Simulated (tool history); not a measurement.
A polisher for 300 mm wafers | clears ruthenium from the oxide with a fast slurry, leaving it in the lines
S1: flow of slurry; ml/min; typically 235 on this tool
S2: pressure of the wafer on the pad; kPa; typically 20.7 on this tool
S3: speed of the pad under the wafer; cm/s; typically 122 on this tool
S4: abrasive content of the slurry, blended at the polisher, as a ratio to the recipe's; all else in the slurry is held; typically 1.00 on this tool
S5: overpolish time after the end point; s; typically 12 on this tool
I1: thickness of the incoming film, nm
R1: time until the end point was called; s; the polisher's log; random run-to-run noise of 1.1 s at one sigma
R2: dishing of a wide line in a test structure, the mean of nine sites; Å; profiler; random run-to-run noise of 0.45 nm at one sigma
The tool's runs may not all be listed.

run    hour   S1    S2   S3    S4  S5     I1    R1   R2
  1     0.0  235  20.7  122  1.00  16  251.5  55.0  349
       20.2  -- slurry nozzle cleaned
  2    31.0  235  20.7  122  1.00  16  253.8  58.5  348
  3    70.8  235  20.7  122  1.00  16  247.6  57.9  349
  4   141.5  235  20.7  122  1.00  17  247.6  59.2  359
  5   204.0  235  20.7  122  1.00  12  246.9  58.7  302
  6   253.4  235  20.7  122  1.00  12  253.2  60.8  296
  7   308.4  235  20.7  122  1.00  12  251.2  59.4  294
      321.2  -- worn pad replaced by a new one
      324.6  -- slurry blender recalibrated
  8   361.4  235  20.7  122  1.00  12  250.2  56.7  309
  9   414.1  235  20.7  122  0.85  12  251.8  58.8  305
 10   439.5  235  20.7  122  1.00  12  250.3  58.2  302
 11   468.8  290  22.8   90  1.00  15  251.6  72.2  303
 12   511.9  235  20.7  122  0.90  12  245.0  57.3  296
      515.0  -- slurry nozzle cleaned
 13   543.1  310  26.9  138  1.00   5  253.8  41.6  219
 14   606.5  235  26.9  122  1.00  19  250.3  47.8  391
 15   632.8  235  24.8  134  1.00  12  250.0  47.0  326
      694.9  -- worn pad replaced by a new one
 16   695.4  235  20.7  122  1.00  12  250.5  58.8  297
 17   733.2  155  20.7  164  1.00  15  245.9  43.9  369
      787.1  -- head pressure recalibrated
 18   787.9  235  16.5  122  1.30   7  247.6  67.8  202
 19   830.6  235  20.7  122  1.00  12  248.3  61.9  296
      861.4  -- slurry blender recalibrated
 20   862.6  235  20.7  122  1.00  12  246.7  56.9  301
 21   901.6  235  26.9  122  1.00  19  249.7  46.8  394
      944.2  -- slurry nozzle cleaned
 22  1068.3  180  20.7  122  1.00  10  248.6  57.0  259
 23  1102.8  165  20.7  122  1.00  12  246.5  60.6  299
     1139.6  -- worn pad replaced by a new one
 24  1160.5  235  20.7  122  1.00  12  248.5  59.7  301
 25  1227.9  235  20.7  122  1.00  12  248.7  57.2  296
 26  1256.2  235  26.2  122  1.00  12  250.1  51.3  321
     1332.0  -- slurry blender recalibrated
     1356.7  -- slurry nozzle cleaned
 27  1451.0  235  20.7  154  1.00  12  251.0  44.9  337

What if the next run were any one of these 5? Each begins from the tool's condition after run 27:
  A  1451.4  235  20.7  122  1.00  12  249.4   ?   ?
  B  1451.4  235  20.7  106  1.00  17  249.4   ?   ?
  C  1451.4  235  20.7  136  1.20  12  249.4   ?   ?
  D  1451.4  235  20.7  122  1.15  12  249.4   ?   ?
  E  1451.4  235  20.7   84  1.00   7  249.4   ?   ?

run    R1   R2
  A  56.6  318
  B  65.1  351
  C  48.4  343
  D  54.6  324
  E  82.2  173
Had the tool no hidden state, the same runs would have come out as:
run    R1   R2
  A  55.2  322
  B  63.5  355
  C  47.3  347
  D  53.3  328
  E  80.1  177
